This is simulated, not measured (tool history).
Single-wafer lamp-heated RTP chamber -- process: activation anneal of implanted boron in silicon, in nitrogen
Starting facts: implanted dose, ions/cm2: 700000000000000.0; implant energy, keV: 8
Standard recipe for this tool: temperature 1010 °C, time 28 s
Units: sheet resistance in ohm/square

| run | day | temperature | time | wafers since the last listed run | wafers since the last pyrometer calibration | wafers since the reflector plate was cleaned | hours since the gauge calibration | read-back reference wafer on the same gauge, sheet resistance | sheet resistance |
|---|---|---|---|---|---|---|---|---|---|
| 1 | 0 | 1010 | 28 | 0 | 4050 | 2930 | 538.8 | 206.92 | 184.54 |
| 2 | 4.5 | 1010 | 28 | 1818 | 5868 | 4749 | 646.8 | 206.98 | 184.18 |
|  | 6.438 | pyrometer window cleaned and pyrometer calibrated |
| 3 | 17.121 | 1010 | 28 | 4965 | 4316 | 9714 | 949.7 | 207.06 | 184.22 |
|  | 20.55 | reflector plate cleaned |
| 4 | 20.571 | 1010 | 28 | 1259 | 5575 | 8 | 1032.5 | 206.99 | 185.08 |
|  | 22.492 | pyrometer window cleaned and pyrometer calibrated |
| 5 | 23.442 | 1010 | 28 | 1025 | 384 | 1033 | 1101.4 | 206.92 | 185.39 |
| 6 | 34.3 | 1010 | 28 | 4387 | 4772 | 5421 | 1362 | 207 | 183.95 |
| 7 | 35.817 | 1010 | 28 | 612 | 5385 | 6034 | 1398.4 | 207.24 | 183.9 |
| 8 | 37.5 | 999 | 22 | 680 | 6065 | 6714 | 1438.8 | 206.96 | 186.69 |
|  | 38.638 | gauge calibrated |
|  | 40.05 | pyrometer window cleaned and pyrometer calibrated |
| 9 | 41.392 | 999 | 22 | 1437 | 542 | 8152 | 66.1 | 206.94 | 189.28 |
| 10 | 44.65 | 1000 | 15 | 1316 | 1859 | 9469 | 144.3 | 207.28 | 188.53 |
| 11 | 46.762 | 1030 | 21 | 853 | 2712 | 10322 | 195 | 207.06 | 182.39 |
|  | 49.138 | reflector plate cleaned |
| 12 | 49.346 | 1010 | 28 | 909 | 3622 | 84 | 257 | 207.09 | 184.43 |
| 13 | 51.017 | 1021 | 38 | 675 | 4297 | 760 | 297.1 | 207.08 | 180.31 |
| 14 | 54.175 | 988 | 28 | 1276 | 5573 | 2036 | 372.9 | 206.94 | 188.72 |
|  | 56.392 | pyrometer window cleaned and pyrometer calibrated |
| 15 | 58.046 | 991 | 22 | 1429 | 667 | 3465 | 465.8 | 206.95 | 191.07 |
| 16 | 61.446 | 1010 | 28 | 1373 | 2041 | 4839 | 547.4 | 206.97 | 185.38 |
| 17 | 64.767 | 1021 | 33 | 1341 | 3383 | 6181 | 627.1 | 207.06 | 181.2 |
| 18 | 67.479 | 990 | 23 | 1096 | 4479 | 7277 | 692.2 | 206.97 | 188.97 |
| 19 | 70.262 | 990 | 28 | 1124 | 5604 | 8402 | 759 | 207.17 | 188.12 |

How would selected steps in sheet resistance from run to run divide? Give the signed amount a tool lacking its hidden state would still show from settings, what came in and random variation, and the signed amount left for the hidden state, including any gauge scatter that is not in both of the compared results.
The tool's hidden condition here consists of: true wafer temperature minus pyrometer reading, K; wafer temperature error from the tarnished reflector plate, K; gauge reads high (%).
Run 13 -> 14: temperature 1021 -> 988, time 38 -> 28. sheet resistance +8.41 ohm/square: hidden state -2.39, all else +10.8.
Run 14 -> 15: temperature 988 -> 991, time 28 -> 22, pyrometer window cleaned and pyrometer calibrated. sheet resistance +2.35 ohm/square: hidden state +3.06, all else -0.71.
